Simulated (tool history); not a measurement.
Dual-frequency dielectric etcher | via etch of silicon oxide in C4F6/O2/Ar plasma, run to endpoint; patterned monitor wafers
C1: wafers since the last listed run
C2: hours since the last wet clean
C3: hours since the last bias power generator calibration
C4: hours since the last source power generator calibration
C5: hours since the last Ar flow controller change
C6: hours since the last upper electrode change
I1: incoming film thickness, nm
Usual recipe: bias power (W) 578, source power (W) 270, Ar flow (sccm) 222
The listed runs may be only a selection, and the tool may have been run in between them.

run 1 day=0.000 | bias_power_(W)=578 source_power_(W)=270 Ar_flow_(sccm)=222 | C1=0 C2=249.4 C3=1482.4 C4=3717.4 C5=4280.1 C6=2898.1 | I1=129.4 | endpoint_time_(s)=30.1
run 2 day=1.150 | bias_power_(W)=578 source_power_(W)=270 Ar_flow_(sccm)=247 | C1=385 C2=277.0 C3=1510.0 C4=3745.0 C5=4307.7 C6=2925.7 | I1=129.1 | endpoint_time_(s)=30.6
run 3 day=2.183 | bias_power_(W)=578 source_power_(W)=270 Ar_flow_(sccm)=222 | C1=345 C2=301.8 C3=1534.8 C4=3769.8 C5=4332.5 C6=2950.5 | I1=131.0 | endpoint_time_(s)=30.6
run 4 day=3.175 | bias_power_(W)=578 source_power_(W)=270 Ar_flow_(sccm)=222 | C1=331 C2=325.6 C3=1558.6 C4=3793.6 C5=4356.3 C6=2974.3 | I1=130.1 | endpoint_time_(s)=30.4
run 5 day=4.117 | bias_power_(W)=578 source_power_(W)=270 Ar_flow_(sccm)=237 | C1=315 C2=348.2 C3=1581.2 C4=3816.2 C5=4378.9 C6=2996.9 | I1=130.0 | endpoint_time_(s)=30.7
-- day=4.400 Ar flow controller replaced
run 6 day=4.792 | bias_power_(W)=578 source_power_(W)=270 Ar_flow_(sccm)=237 | C1=142 C2=364.4 C3=1597.4 C4=3832.4 C5=9.4 C6=3013.1 | I1=128.8 | endpoint_time_(s)=30.4
-- day=7.700 upper electrode replaced
run 7 day=7.921 | bias_power_(W)=578 source_power_(W)=270 Ar_flow_(sccm)=237 | C1=712 C2=439.5 C3=1672.5 C4=3907.5 C5=84.5 C6=5.3 | I1=130.4 | endpoint_time_(s)=31.0
run 8 day=8.479 | bias_power_(W)=507 source_power_(W)=270 Ar_flow_(sccm)=222 | C1=186 C2=452.9 C3=1685.9 C4=3920.9 C5=97.9 C6=18.7 | I1=130.3 | endpoint_time_(s)=32.9
run 9 day=9.096 | bias_power_(W)=578 source_power_(W)=300 Ar_flow_(sccm)=275 | C1=206 C2=467.7 C3=1700.7 C4=3935.7 C5=112.7 C6=33.5 | I1=130.3 | endpoint_time_(s)=30.4
run 10 day=10.233 | bias_power_(W)=578 source_power_(W)=310 Ar_flow_(sccm)=241 | C1=380 C2=495.0 C3=1728.0 C4=3963.0 C5=140.0 C6=60.8 | I1=129.6 | endpoint_time_(s)=29.3
run 11 day=11.046 | bias_power_(W)=578 source_power_(W)=270 Ar_flow_(sccm)=222 | C1=272 C2=514.5 C3=1747.5 C4=3982.5 C5=159.5 C6=80.3 | I1=130.1 | endpoint_time_(s)=30.7
-- day=12.504 wet clean of the chamber
run 12 day=12.525 | bias_power_(W)=578 source_power_(W)=270 Ar_flow_(sccm)=222 | C1=160 C2=0.5 C3=1783.0 C4=4018.0 C5=195.0 C6=115.8 | I1=130.5 | endpoint_time_(s)=30.0
run 13 day=13.854 | bias_power_(W)=578 source_power_(W)=270 Ar_flow_(sccm)=222 | C1=444 C2=32.4 C3=1814.9 C4=4049.9 C5=226.9 C6=147.7 | I1=131.6 | endpoint_time_(s)=30.4
-- day=14.533 bias power generator calibrated
run 14 day=14.554 | bias_power_(W)=628 source_power_(W)=230 Ar_flow_(sccm)=267 | C1=178 C2=49.2 C3=0.5 C4=4066.7 C5=243.7 C6=164.5 | I1=129.4 | endpoint_time_(s)=32.1
run 15 day=15.038 | bias_power_(W)=578 source_power_(W)=230 Ar_flow_(sccm)=273 | C1=161 C2=60.8 C3=12.1 C4=4078.3 C5=255.3 C6=176.1 | I1=129.7 | endpoint_time_(s)=33.6
-- day=15.762 source power generator calibrated
run 16 day=16.304 | bias_power_(W)=578 source_power_(W)=270 Ar_flow_(sccm)=222 | C1=368 C2=91.2 C3=42.5 C4=13.0 C5=285.7 C6=206.5 | I1=130.9 | endpoint_time_(s)=30.9
run 17 day=17.408 | bias_power_(W)=618 source_power_(W)=250 Ar_flow_(sccm)=246 | C1=369 C2=117.7 C3=69.0 C4=39.5 C5=312.2 C6=233.0 | I1=130.7 | endpoint_time_(s)=31.3
run 18 day=18.121 | bias_power_(W)=538 source_power_(W)=290 Ar_flow_(sccm)=275 | C1=238 C2=134.8 C3=86.1 C4=56.6 C5=329.3 C6=250.1 | I1=130.1 | endpoint_time_(s)=32.1
run 19 day=19.517 | bias_power_(W)=639 source_power_(W)=290 Ar_flow_(sccm)=189 | C1=467 C2=168.3 C3=119.6 C4=90.1 C5=362.8 C6=283.6 | I1=132.3 | endpoint_time_(s)=28.4
run 20 day=20.067 | bias_power_(W)=452 source_power_(W)=270 Ar_flow_(sccm)=246 | C1=184 C2=181.5 C3=132.8 C4=103.3 C5=376.0 C6=296.8 | I1=129.5 | endpoint_time_(s)=35.5
run 21 day=20.721 | bias_power_(W)=578 source_power_(W)=240 Ar_flow_(sccm)=194 | C1=219 C2=197.2 C3=148.5 C4=119.0 C5=391.7 C6=312.5 | I1=129.6 | endpoint_time_(s)=31.6
run 22 day=21.975 | bias_power_(W)=578 source_power_(W)=270 Ar_flow_(sccm)=276 | C1=419 C2=227.3 C3=178.6 C4=149.1 C5=421.8 C6=342.6 | I1=130.0 | endpoint_time_(s)=32.0
run 23 day=22.783 | bias_power_(W)=448 source_power_(W)=220 Ar_flow_(sccm)=222 | C1=270 C2=246.7 C3=198.0 C4=168.5 C5=441.2 C6=362.0 | I1=130.0 | endpoint_time_(s)=38.2
run 24 day=23.950 | bias_power_(W)=647 source_power_(W)=250 Ar_flow_(sccm)=188 | C1=390 C2=274.7 C3=226.0 C4=196.5 C5=469.2 C6=390.0 | I1=129.1 | endpoint_time_(s)=29.2
run 25 day=25.342 | bias_power_(W)=695 source_power_(W)=270 Ar_flow_(sccm)=167 | C1=465 C2=308.1 C3=259.4 C4=229.9 C5=502.6 C6=423.4 | I1=130.8 | endpoint_time_(s)=27.2
run 26 day=26.296 | bias_power_(W)=578 source_power_(W)=270 Ar_flow_(sccm)=222 | C1=319 C2=331.0 C3=282.3 C4=252.8 C5=525.5 C6=446.3 | I1=128.7 | endpoint_time_(s)=30.7
run 27 day=27.154 | bias_power_(W)=683 source_power_(W)=270 Ar_flow_(sccm)=191 | C1=287 C2=351.6 C3=302.9 C4=273.4 C5=546.1 C6=466.9 | I1=131.8 | endpoint_time_(s)=28.4
run 28 day=28.312 | bias_power_(W)=578 source_power_(W)=270 Ar_flow_(sccm)=222 | C1=387 C2=379.4 C3=330.7 C4=301.2 C5=573.9 C6=494.7 | I1=130.6 | endpoint_time_(s)=31.3
run 29 day=29.108 | bias_power_(W)=578 source_power_(W)=270 Ar_flow_(sccm)=170 | C1=266 C2=398.5 C3=349.8 C4=320.3 C5=593.0 C6=513.8 | I1=129.7 | endpoint_time_(s)=29.7

For each entry between runs, how does the tool's hidden state at the last listed run before it compare with that at the first listed run after it?
From run 5 to run 6: Ar flow controller replaced (day 4.400)
  etch rate over this chamber's usual, %: -1.88 -> -2; bias power that arrives over what is set, %: 4.59 -> 4.61
  difference, measured minus the result without the unlogged condition, endpoint time (s): -0.1 -> -0.1
From run 6 to run 7: upper electrode replaced (day 7.700)
  etch rate over this chamber's usual, %: -2 -> -2.56; bias power that arrives over what is set, %: 4.61 -> 4.66
  difference, measured minus the result without the unlogged condition, endpoint time (s): -0.1 -> +0.1
From run 11 to run 12: wet clean of the chamber (day 12.504)
  etch rate over this chamber's usual, %: -3.12 -> -0.315; bias power that arrives over what is set, %: 4.71 -> 4.73
  difference, measured minus the result without the unlogged condition, endpoint time (s): +0.2 -> -0.6
From run 13 to run 14: bias power generator calibrated (day 14.533)
  etch rate over this chamber's usual, %: -0.553 -> -0.678; bias power that arrives over what is set, %: 4.75 -> -0.0881
  difference, measured minus the result without the unlogged condition, endpoint time (s): -0.5 -> +0.2
From run 15 to run 16: source power generator calibrated (day 15.762)
  etch rate over this chamber's usual, %: -0.764 -> -0.991; bias power that arrives over what is set, %: -0.00353 -> 0.212
  difference, measured minus the result without the unlogged condition, endpoint time (s): +0.3 -> +0.2
